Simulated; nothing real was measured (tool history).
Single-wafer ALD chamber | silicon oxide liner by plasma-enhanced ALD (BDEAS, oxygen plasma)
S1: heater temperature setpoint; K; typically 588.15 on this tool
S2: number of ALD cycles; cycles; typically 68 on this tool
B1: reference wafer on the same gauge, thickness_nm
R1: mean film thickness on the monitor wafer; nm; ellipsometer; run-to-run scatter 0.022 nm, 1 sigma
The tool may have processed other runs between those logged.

run,hour,S1,S2,B1,R1
1,0.0,597.15,78,5.180,7.001
2,15.2,597.15,78,5.179,7.036
3,21.6,588.15,68,5.178,6.137
4,33.8,588.15,68,5.181,6.147
5,49.9,588.15,68,5.181,6.178
6,63.6,588.15,68,5.182,6.152
7,77.2,588.15,68,5.179,6.139
8,92.5,588.15,68,5.178,6.140
9,108.7,588.15,68,5.182,6.151
10,123.6,588.15,68,5.176,6.150
11,131.5,588.15,60,5.180,5.394
12,138.8,594.15,58,5.186,5.214
13,148.3,594.15,58,5.191,5.208
14,163.7,578.15,68,5.180,6.208
15,174.8,602.15,79,5.188,7.062
16,187.9,574.15,62,5.175,5.685
17,197.1,580.15,75,5.174,6.873
18,209.1,588.15,68,5.192,6.184
19,217.3,601.15,58,5.185,5.173
20,231.9,588.15,68,5.177,6.147
21,248.7,584.15,78,5.182,7.070
22,263.8,588.15,68,5.184,6.179
23,273.6,588.15,68,5.183,6.136
24,288.3,596.15,64,5.176,5.749
25,302.6,588.15,74,5.189,6.679
26,314.0,577.15,75,5.184,6.878
27,323.7,593.15,80,5.171,7.219
28,338.2,588.15,68,5.187,6.125
29,353.1,578.15,72,5.178,6.579

Missing from the log above: 2 entries noted between runs. For each, name the pair of listed runs it sits between and say how the tool's hidden condition differs from the listed run just before to the listed run just after:
Run 18 -> run 19: gauge calibrated (hour 213.0)
  no hidden state differs between the two runs
Run 21 -> run 22: thermocouple changed; heater temperature recalibrated (hour 263.3)
  no hidden state differs between the two runs
